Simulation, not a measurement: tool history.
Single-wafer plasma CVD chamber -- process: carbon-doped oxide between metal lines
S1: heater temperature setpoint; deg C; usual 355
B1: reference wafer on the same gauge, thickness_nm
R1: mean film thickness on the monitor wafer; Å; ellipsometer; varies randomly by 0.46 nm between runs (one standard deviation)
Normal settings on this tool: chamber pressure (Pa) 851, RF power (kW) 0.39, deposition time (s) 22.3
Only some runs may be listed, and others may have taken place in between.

{"run": 1, "hour": 0.0, "S1": 355, "chamber pressure (Pa)": 851, "RF power (kW)": 0.39, "deposition time (s)": 22.3, "B1": 85.045, "R1": 930.42}
{"hour": 51.5, "done": "capacitance manometer re-zeroed and calibrated"}
{"run": 2, "hour": 87.2, "S1": 355, "chamber pressure (Pa)": 851, "RF power (kW)": 0.36, "deposition time (s)": 22.3, "B1": 85.047, "R1": 853.99}
{"run": 3, "hour": 232.4, "S1": 355, "chamber pressure (Pa)": 851, "RF power (kW)": 0.39, "deposition time (s)": 22.3, "B1": 85.084, "R1": 914.09}
{"run": 4, "hour": 299.1, "S1": 355, "chamber pressure (Pa)": 851, "RF power (kW)": 0.39, "deposition time (s)": 22.3, "B1": 85.143, "R1": 902.28}
{"run": 5, "hour": 361.3, "S1": 355, "chamber pressure (Pa)": 851, "RF power (kW)": 0.39, "deposition time (s)": 22.3, "B1": 85.084, "R1": 901.77}
{"run": 6, "hour": 452.0, "S1": 355, "chamber pressure (Pa)": 851, "RF power (kW)": 0.39, "deposition time (s)": 22.3, "B1": 85.127, "R1": 909.35}
{"run": 7, "hour": 522.7, "S1": 355, "chamber pressure (Pa)": 851, "RF power (kW)": 0.39, "deposition time (s)": 22.3, "B1": 85.099, "R1": 902.5}
{"run": 8, "hour": 586.3, "S1": 355, "chamber pressure (Pa)": 851, "RF power (kW)": 0.39, "deposition time (s)": 22.3, "B1": 85.114, "R1": 901.02}
{"run": 9, "hour": 664.2, "S1": 355, "chamber pressure (Pa)": 851, "RF power (kW)": 0.39, "deposition time (s)": 22.3, "B1": 85.087, "R1": 901.91}
{"run": 10, "hour": 764.6, "S1": 361, "chamber pressure (Pa)": 851, "RF power (kW)": 0.39, "deposition time (s)": 22.3, "B1": 85.068, "R1": 878.99}
{"hour": 778.5, "done": "gauge calibrated"}
{"hour": 837.9, "done": "showerhead replaced"}
{"run": 11, "hour": 838.4, "S1": 355, "chamber pressure (Pa)": 851, "RF power (kW)": 0.39, "deposition time (s)": 22.3, "B1": 85.124, "R1": 888.53}
{"hour": 849.2, "done": "thermocouple changed; heater temperature recalibrated"}
{"run": 12, "hour": 919.9, "S1": 355, "chamber pressure (Pa)": 1012, "RF power (kW)": 0.335, "deposition time (s)": 26.7, "B1": 85.1, "R1": 947.27}
{"run": 13, "hour": 978.3, "S1": 355, "chamber pressure (Pa)": 743, "RF power (kW)": 0.39, "deposition time (s)": 18.8, "B1": 85.095, "R1": 741.46}
{"run": 14, "hour": 1067.5, "S1": 355, "chamber pressure (Pa)": 851, "RF power (kW)": 0.39, "deposition time (s)": 22.3, "B1": 85.16, "R1": 869.92}
{"hour": 1126.7, "done": "RF generator calibrated"}
{"hour": 1157.9, "done": "capacitance manometer re-zeroed and calibrated"}
{"run": 15, "hour": 1158.4, "S1": 361, "chamber pressure (Pa)": 663, "RF power (kW)": 0.39, "deposition time (s)": 22.3, "B1": 85.089, "R1": 908.86}
{"run": 16, "hour": 1248.1, "S1": 355, "chamber pressure (Pa)": 851, "RF power (kW)": 0.39, "deposition time (s)": 22.3, "B1": 85.113, "R1": 951.17}
{"run": 17, "hour": 1367.4, "S1": 345, "chamber pressure (Pa)": 1049, "RF power (kW)": 0.435, "deposition time (s)": 19.9, "B1": 85.088, "R1": 962.63}
{"run": 18, "hour": 1415.2, "S1": 347, "chamber pressure (Pa)": 851, "RF power (kW)": 0.39, "deposition time (s)": 25.3, "B1": 85.027, "R1": 1094.91}
{"run": 19, "hour": 1471.8, "S1": 368, "chamber pressure (Pa)": 851, "RF power (kW)": 0.39, "deposition time (s)": 22.3, "B1": 85.021, "R1": 906.21}

Alternative continuations, all from the tool just after run 19; predict every row:
{"run": "A", "hour": 1472.2, "S1": 355, "chamber pressure (Pa)": 851, "RF power (kW)": 0.39, "deposition time (s)": 22.3, "B1": "?", "R1": "?"}
{"run": "B", "hour": 1472.2, "S1": 355, "chamber pressure (Pa)": 983, "RF power (kW)": 0.39, "deposition time (s)": 25.6, "B1": "?", "R1": "?"}
{"run": "C", "hour": 1472.2, "S1": 355, "chamber pressure (Pa)": 647, "RF power (kW)": 0.39, "deposition time (s)": 22.3, "B1": "?", "R1": "?"}

run=A B1=85.144 R1=945.91
run=B B1=85.144 R1=1093.28
run=C B1=85.144 R1=919.2
Take away the tool's hidden state, keep each run's random variation, and the runs would have read:
run=A R1=956.02
run=B R1=1104.96
run=C R1=929.02
